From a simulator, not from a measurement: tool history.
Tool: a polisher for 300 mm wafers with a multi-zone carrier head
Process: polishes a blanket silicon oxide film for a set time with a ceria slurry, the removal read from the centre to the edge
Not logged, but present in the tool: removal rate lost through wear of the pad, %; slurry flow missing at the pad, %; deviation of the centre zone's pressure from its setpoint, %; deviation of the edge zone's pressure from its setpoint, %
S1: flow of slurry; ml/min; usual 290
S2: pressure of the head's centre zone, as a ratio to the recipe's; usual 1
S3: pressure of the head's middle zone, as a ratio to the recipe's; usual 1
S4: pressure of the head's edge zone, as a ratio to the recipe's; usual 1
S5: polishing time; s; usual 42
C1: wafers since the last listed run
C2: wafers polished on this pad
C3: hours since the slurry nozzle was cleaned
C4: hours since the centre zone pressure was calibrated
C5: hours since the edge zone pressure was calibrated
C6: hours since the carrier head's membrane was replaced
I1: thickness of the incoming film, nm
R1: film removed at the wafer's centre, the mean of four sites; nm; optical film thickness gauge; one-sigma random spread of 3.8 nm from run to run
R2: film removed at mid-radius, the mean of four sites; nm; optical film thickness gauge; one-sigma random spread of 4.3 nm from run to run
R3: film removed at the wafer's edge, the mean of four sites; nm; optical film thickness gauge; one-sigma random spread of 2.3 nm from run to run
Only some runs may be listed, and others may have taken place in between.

run	hour	S1	S2	S3	S4	S5	C1	C2	C3	C4	C5	C6	I1	R1	R2	R3
1	0	290	1	1	1	42	0	3574	218.7	320.2	498.6	488.8	1301	289.8	317.9	333.3
# hour 9.1: centre zone pressure recalibrated
2	31.3	290	1	1	0.93	42	439	4013	250	22.2	529.9	520.1	1282.1	325.6	323.9	323.3
# hour 44.7: worn pad replaced by a new one
3	69.5	270	1	1	1	34	512	371	288.2	60.4	568.1	558.3	1276.2	259.9	261.4	270.2
4	124.4	290	1	1.06	1.04	42	822	1194	343.1	115.3	623	613.2	1299.8	325.4	339	343.4
5	184.4	290	1	1.06	1.04	42	899	2093	403.1	175.3	683	673.2	1285.9	314.8	337.1	343.3
6	224.3	290	0.91	1	1	42	597	2691	443	215.2	722.9	713.1	1300.1	279.7	322.8	332.6
7	249.8	290	0.91	1	1	42	382	3073	468.5	240.7	748.4	738.6	1311.7	274.8	320.7	335.2
# hour 277.8: worn pad replaced by a new one
8	302.2	290	0.97	1	0.96	42	725	365	520.9	293.1	800.8	791	1313.9	288.2	330.4	331.2
9	337.6	240	1	1	1	42	530	895	556.3	328.5	836.2	826.4	1296.5	288.2	320.4	333
# hour 365.2: centre zone pressure recalibrated
10	383.2	260	1	1	0.92	42	653	1549	601.9	18	881.8	872	1327.3	325.9	324.1	319.7
11	442.4	245	1	1	1	42	887	2436	661.1	77.2	941	931.2	1284.9	319.2	320.2	331.1
# hour 495.9: slurry nozzle cleaned
12	506.1	290	0.88	1	1	42	939	3376	10.2	140.9	1004.7	994.9	1312.6	281.4	326	337.2
# hour 514.1: worn pad replaced by a new one
# hour 522.1: carrier head's membrane replaced by a new one
13	546.8	290	1	1	1	42	475	415	50.9	181.6	1045.4	24.7	1296.3	324.7	329.6	333.3
14	612.1	290	1	1.06	1	42	978	1394	116.2	246.9	1110.7	90	1314.4	303.2	334.1	335.8
# hour 640.8: centre zone pressure recalibrated
15	675.1	260	1	0.91	1	49	914	2308	179.2	34.3	1173.7	153	1301.7	382.1	362.5	393.1
16	739.9	290	1	1	1.04	42	971	3279	244	99.1	1238.5	217.8	1293	318.8	326.2	345.3
17	798.5	210	0.93	0.9	1	29	878	4157	302.6	157.7	1297.1	276.4	1307.5	199.1	208.7	228.8
# hour 803.6: worn pad replaced by a new one
# hour 818.5: edge zone pressure recalibrated
18	861.5	210	1	0.93	0.94	42	854	837	365.6	220.7	43	339.4	1303.6	302.6	310.3	321.9
# hour 931.6: centre zone pressure recalibrated
19	1031.4	375	1.05	1	1	42	2516	3353	535.5	99.8	212.9	509.3	1295.2	349.2	330.6	341.9
# hour 1084.3: worn pad replaced by a new one
20	1091.3	230	0.94	0.93	1	28	837	105	595.4	159.7	272.8	569.2	1315.5	196.7	207.4	220.3
21	1135.5	260	1	1	0.92	42	662	767	639.6	203.9	317	613.4	1298.4	316.3	323.6	321.2
22	1161	290	1.03	1.07	1.08	42	382	1149	665.1	229.4	342.5	638.9	1284.9	324	340.3	351.5

Subtracting, for every run, the result it would have given without the tool's unlogged condition from the measured result gives the following. The same run-to-run variation enters both numbers; the gauge's scatter may not:
run	R1
1	-36.6
2	-3.8
3	-3.9
4	-8.3
5	-14.4
6	-18
7	-21.6
8	-32.9
9	-41.5
10	+0.3
11	-1.7
12	-5.8
13	-11.4
14	-20.6
15	-3.4
16	-5.8
17	-7.1
18	-19.1
19	+1.8
20	-2.3
21	-9.3
22	-13.6
For R2, the value without the hidden state is never more than 0.2 nm from the measured value.
R3: the difference is 0 for every run.
